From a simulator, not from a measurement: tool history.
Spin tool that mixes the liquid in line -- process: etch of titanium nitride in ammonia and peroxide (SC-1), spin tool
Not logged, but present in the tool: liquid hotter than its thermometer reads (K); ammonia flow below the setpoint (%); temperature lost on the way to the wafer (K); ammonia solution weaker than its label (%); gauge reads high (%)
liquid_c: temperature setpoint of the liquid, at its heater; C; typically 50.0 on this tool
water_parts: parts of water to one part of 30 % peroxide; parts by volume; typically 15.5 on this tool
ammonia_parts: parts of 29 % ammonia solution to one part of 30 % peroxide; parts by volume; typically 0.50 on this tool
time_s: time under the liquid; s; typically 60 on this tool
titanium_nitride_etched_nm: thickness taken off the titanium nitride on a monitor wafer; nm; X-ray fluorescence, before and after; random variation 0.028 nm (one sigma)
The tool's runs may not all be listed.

run	hour	liquid_c	water_parts	ammonia_parts	time_s	wafers since the last listed run	hours since the thermometer was replaced	hours since the ammonia flow meter was replaced	hours since the heated supply line was repaired	hours since the drum of ammonia solution was connected	hours since the gauge calibration	read-back film thickness of the titanium nitride reference wafer, read on the same gauge (nm)	titanium_nitride_etched_nm
1	0.0	50.0	15.5	0.50	60	0	744.9	2170.1	2372.4	723.4	747.3	58.46	4.88
2	14.9	50.0	15.5	0.50	60	201	759.8	2185.0	2387.3	738.3	762.2	58.38	4.94
3	34.6	50.0	15.5	0.50	60	266	779.5	2204.7	2407.0	758.0	781.9	58.37	4.85
4	60.2	50.0	15.5	0.50	60	346	805.1	2230.3	2432.6	783.6	807.5	58.26	4.88
5	82.3	50.0	15.5	0.50	85	299	827.2	2252.4	2454.7	805.7	829.6	58.14	6.84
6	96.0	50.0	15.5	0.50	85	185	840.9	2266.1	2468.4	819.4	843.3	58.15	6.81
7	127.9	50.0	15.5	0.50	85	432	872.8	2298.0	2500.3	851.3	875.2	58.02	6.91
8	159.6	54.5	18.5	0.55	75	429	904.5	2329.7	2532.0	883.0	906.9	57.88	7.58
# hour 178.0: new drum of ammonia solution connected
9	191.6	50.0	15.5	0.50	60	419	936.5	2361.7	2564.0	13.6	938.9	57.79	4.80
10	204.9	50.0	15.5	0.50	50	180	949.8	2375.0	2577.3	26.9	952.2	57.71	4.04
11	235.4	50.0	15.5	0.70	25	413	980.3	2405.5	2607.8	57.4	982.7	57.60	2.15
# hour 245.8: gauge calibrated
12	270.7	50.0	15.5	0.35	60	478	1015.6	2440.8	2643.1	92.7	24.9	59.62	4.67
13	296.2	57.5	8.0	0.30	60	345	1041.1	2466.3	2668.6	118.2	50.4	59.58	10.81
14	325.0	50.0	15.5	0.50	60	390	1069.9	2495.1	2697.4	147.0	79.2	59.59	4.96
# hour 337.4: thermometer replaced
15	342.3	44.5	15.5	0.50	95	220	4.9	2512.4	2714.7	164.3	96.5	59.61	5.36
16	371.4	50.0	11.5	0.30	60	394	34.0	2541.5	2743.8	193.4	125.6	59.54	5.35
17	389.5	50.0	15.5	0.50	60	245	52.1	2559.6	2761.9	211.5	143.7	59.60	5.00
18	424.3	50.0	23.0	0.50	50	471	86.9	2594.4	2796.7	246.3	178.5	59.55	3.36
19	454.7	50.0	15.5	0.50	60	411	117.3	2624.8	2827.1	276.7	208.9	59.49	4.96
# hour 469.2: heated supply line repaired
# hour 478.1: ammonia flow meter replaced
20	480.4	50.0	15.5	0.65	60	321	143.0	2.3	11.2	302.4	234.6	59.51	5.20
21	574.4	50.0	21.0	0.60	60	1273	237.0	96.3	105.2	396.4	328.6	59.35	4.40
22	598.8	58.5	7.5	0.50	60	330	261.4	120.7	129.6	420.8	353.0	59.31	13.01
23	617.5	50.0	15.5	0.50	60	253	280.1	139.4	148.3	439.5	371.7	59.33	4.96
24	648.9	50.0	15.5	0.50	60	425	311.5	170.8	179.7	470.9	403.1	59.24	4.94
25	677.3	58.5	18.0	0.60	60	384	339.9	199.2	208.1	499.3	431.5	59.18	8.43

Below are 3 alternative next runs, each starting from the tool's condition after run 25. Predict each:
A	677.7	45.5	15.5	0.50	60	5	340.3	199.6	208.5	499.7	431.9	?	?
B	677.7	50.0	11.5	0.50	60	5	340.3	199.6	208.5	499.7	431.9	?	?
C	677.7	50.0	23.0	0.35	45	5	340.3	199.6	208.5	499.7	431.9	?	?

run	read-back film thickness of the titanium nitride reference wafer, read on the same gauge (nm)	titanium_nitride_etched_nm
A	59.17	3.61
B	59.17	5.83
C	59.17	2.80
What these runs would have given with no unlogged condition in the tool:
run	titanium_nitride_etched_nm
A	3.66
B	5.91
C	2.83
